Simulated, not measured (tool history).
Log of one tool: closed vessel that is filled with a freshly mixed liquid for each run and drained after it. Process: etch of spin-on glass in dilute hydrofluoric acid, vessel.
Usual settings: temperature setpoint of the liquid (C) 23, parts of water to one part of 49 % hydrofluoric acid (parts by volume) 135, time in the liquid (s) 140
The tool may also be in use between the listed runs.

| run | day | temperature setpoint of the liquid (C) | parts of water to one part of 49 % hydrofluoric acid (parts by volume) | time in the liquid (s) | wafers since the last listed run | hours since the thermometer was replaced | hours since the hydrofluoric acid flow meter was replaced | hours since the gauge calibration | read-back film thickness of the spin-on glass reference wafer, read on the same gauge (nm) | thickness taken off the spin-on glass on a monitor wafer (angstrom) |
|---|---|---|---|---|---|---|---|---|---|---|
| 1 | 0 | 23 | 135 | 140 | 0 | 1419.2 | 1213.2 | 834.7 | 140.02 | 299.7 |
| 2 | 2.221 | 23 | 135 | 140 | 6491 | 1472.5 | 1266.5 | 888 | 139.99 | 302.3 |
| 3 | 5.125 | 23 | 135 | 140 | 8488 | 1542.2 | 1336.2 | 957.7 | 140.01 | 303.2 |
| 4 | 8.079 | 23 | 135 | 115 | 8634 | 1613.1 | 1407.1 | 1028.6 | 139.98 | 251.6 |
| 5 | 14.325 | 23 | 135 | 115 | 18255 | 1763 | 1557 | 1178.5 | 140.01 | 252.2 |
| 6 | 16.804 | 23 | 135 | 115 | 7246 | 1822.5 | 1616.5 | 1238 | 140 | 253.3 |
| 7 | 19.158 | 23 | 135 | 140 | 6880 | 1879 | 1673 | 1294.5 | 139.97 | 311.2 |
| 8 | 22.025 | 23 | 160 | 140 | 8378 | 1947.8 | 1741.8 | 1363.3 | 140 | 250.5 |
| 9 | 24.229 | 23 | 135 | 80 | 6442 | 2000.7 | 1794.7 | 1416.2 | 139.99 | 176.7 |
| 10 | 27.021 | 23 | 135 | 80 | 8159 | 2067.7 | 1861.7 | 1483.2 | 140.01 | 177 |
| 11 | 29.471 | 20.5 | 135 | 190 | 7161 | 2126.5 | 1920.5 | 1542 | 139.98 | 378.4 |
| 12 | 32.333 | 23 | 135 | 140 | 8366 | 2195.2 | 1989.2 | 1610.7 | 140 | 314.9 |
|  | 34.1 | hydrofluoric acid flow meter replaced |
| 13 | 34.238 | 23 | 135 | 140 | 5443 | 2240.9 | 3.3 | 1656.4 | 140 | 296.3 |
| 14 | 35.304 | 23 | 135 | 140 | 3117 | 2266.5 | 28.9 | 1682 | 140.01 | 289.8 |
| 15 | 36.946 | 23 | 135 | 140 | 4798 | 2305.9 | 68.3 | 1721.4 | 140 | 295.1 |
|  | 37.079 | gauge calibrated |
| 16 | 38.617 | 24.5 | 110 | 180 | 4883 | 2346 | 108.4 | 36.9 | 140 | 510.4 |
| 17 | 40.542 | 19 | 80 | 165 | 5626 | 2392.2 | 154.6 | 83.1 | 139.99 | 532.2 |
| 18 | 42.121 | 27 | 200 | 65 | 4615 | 2430.1 | 192.5 | 121 | 140 | 99.1 |
| 19 | 43.738 | 23 | 135 | 140 | 4725 | 2468.9 | 231.3 | 159.8 | 140.02 | 296.6 |
| 20 | 47.912 | 23 | 135 | 140 | 12202 | 2569.1 | 331.5 | 260 | 140 | 292.5 |
| 21 | 50.325 | 23 | 135 | 140 | 7051 | 2627 | 389.4 | 317.9 | 140.01 | 292.7 |
| 22 | 51.992 | 23 | 135 | 100 | 4871 | 2667 | 429.4 | 357.9 | 139.98 | 209.6 |
|  | 52.583 | thermometer replaced |
| 23 | 54.158 | 23 | 100 | 65 | 6211 | 37.8 | 481.4 | 409.9 | 140.02 | 194.4 |
| 24 | 56.562 | 21.5 | 160 | 75 | 7027 | 95.5 | 539.1 | 467.6 | 140.01 | 122.2 |
| 25 | 59.262 | 18.5 | 115 | 195 | 7891 | 160.3 | 603.9 | 532.4 | 139.99 | 416.2 |
| 26 | 62.042 | 27 | 135 | 140 | 8123 | 227 | 670.6 | 599.1 | 140 | 348.5 |
| 27 | 63.608 | 25 | 95 | 140 | 4579 | 264.6 | 708.2 | 636.7 | 140.01 | 481.9 |
| 28 | 65.033 | 27 | 200 | 140 | 4165 | 298.8 | 742.4 | 670.9 | 139.99 | 219.4 |
| 29 | 66.971 | 20.5 | 135 | 140 | 5663 | 345.3 | 788.9 | 717.4 | 140 | 271.5 |
| 30 | 68.258 | 27 | 115 | 140 | 3763 | 376.2 | 819.8 | 748.3 | 140.01 | 422.9 |
| 31 | 70.233 | 28 | 135 | 205 | 5772 | 423.6 | 867.2 | 795.7 | 140.01 | 536.9 |
| 32 | 72.35 | 23 | 135 | 170 | 6186 | 474.4 | 918 | 846.5 | 139.99 | 367.2 |
| 33 | 74.608 | 23 | 75 | 140 | 6600 | 528.6 | 972.2 | 900.7 | 140 | 580.1 |

Forecast each of these 5 alternatives for the next run:
| A | 74.638 | 23 | 135 | 140 | 85 | 529.3 | 972.9 | 901.4 | ? | ? |
| B | 74.638 | 27 | 175 | 200 | 85 | 529.3 | 972.9 | 901.4 | ? | ? |
| C | 74.638 | 23 | 135 | 215 | 85 | 529.3 | 972.9 | 901.4 | ? | ? |
| D | 74.638 | 23 | 155 | 140 | 85 | 529.3 | 972.9 | 901.4 | ? | ? |
| E | 74.638 | 19 | 135 | 140 | 85 | 529.3 | 972.9 | 901.4 | ? | ? |

| run | read-back film thickness of the spin-on glass reference wafer, read on the same gauge (nm) | thickness taken off the spin-on glass on a monitor wafer (angstrom) |
|---|---|---|
| A | 140.01 | 299.3 |
| B | 140.01 | 366.8 |
| C | 140.01 | 459.7 |
| D | 140.01 | 255.1 |
| E | 140.01 | 255.2 |
Without the tool's hidden state the same runs would have given:
| run | thickness taken off the spin-on glass on a monitor wafer (angstrom) |
|---|---|
| A | 288.7 |
| B | 353.1 |
| C | 443.3 |
| D | 245.8 |
| E | 246.2 |
